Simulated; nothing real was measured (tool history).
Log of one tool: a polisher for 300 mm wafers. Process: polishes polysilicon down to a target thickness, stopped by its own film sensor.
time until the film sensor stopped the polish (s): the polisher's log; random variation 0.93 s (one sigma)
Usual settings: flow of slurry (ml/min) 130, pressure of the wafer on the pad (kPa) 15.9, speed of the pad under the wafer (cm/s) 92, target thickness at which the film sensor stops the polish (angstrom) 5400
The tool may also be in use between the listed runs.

run,hour,flow of slurry (ml/min),pressure of the wafer on the pad (kPa),speed of the pad under the wafer (cm/s),target thickness at which the film sensor stops the polish (angstrom),"incoming thickness of the incoming film, nm",time until the film sensor stopped the polish (s)
1,0.0,130,15.9,92,5400,984.7,93.5
# hour 15.1: worn pad replaced by a new one
2,30.7,130,15.9,92,5400,976.9,85.5
3,60.7,130,15.9,92,5400,979.4,89.1
4,88.3,130,15.9,92,5400,975.7,90.4
# hour 107.4: worn pad replaced by a new one
5,107.9,130,15.9,92,5400,981.6,89.2
6,129.8,130,15.9,92,6030,985.6,78.9
7,144.2,130,15.9,92,6030,982.2,79.7
8,176.2,170,15.9,92,4700,975.5,102.2
# hour 196.5: worn pad replaced by a new one
9,197.0,130,13.1,92,6470,984.2,81.2
10,220.3,170,13.8,92,4520,980.7,115.5
# hour 231.9: slurry nozzle cleaned
11,237.1,130,15.9,92,6030,978.2,75.4
12,260.5,130,15.9,92,5400,983.8,90.3
# hour 263.8: head pressure recalibrated
13,290.1,130,15.9,92,5400,988.5,94.3
# hour 301.3: worn pad replaced by a new one
14,315.2,150,15.9,108,4300,986.4,92.0
15,343.7,85,20.0,84,5890,993.3,82.0

3 ways to go on from here, each from the tool as it stands after run 15. What would each give?
A,344.1,130,15.9,92,6680,985.8,?
B,344.1,100,20.7,78,4370,985.8,?
C,344.1,130,20.7,64,5400,985.8,?

run,time until the film sensor stopped the polish (s)
A,63.3
B,109.8
C,102.6
Without the tool's hidden state the same runs would have given:
run,time until the film sensor stopped the polish (s)
A,60.1
B,103.4
C,97.2
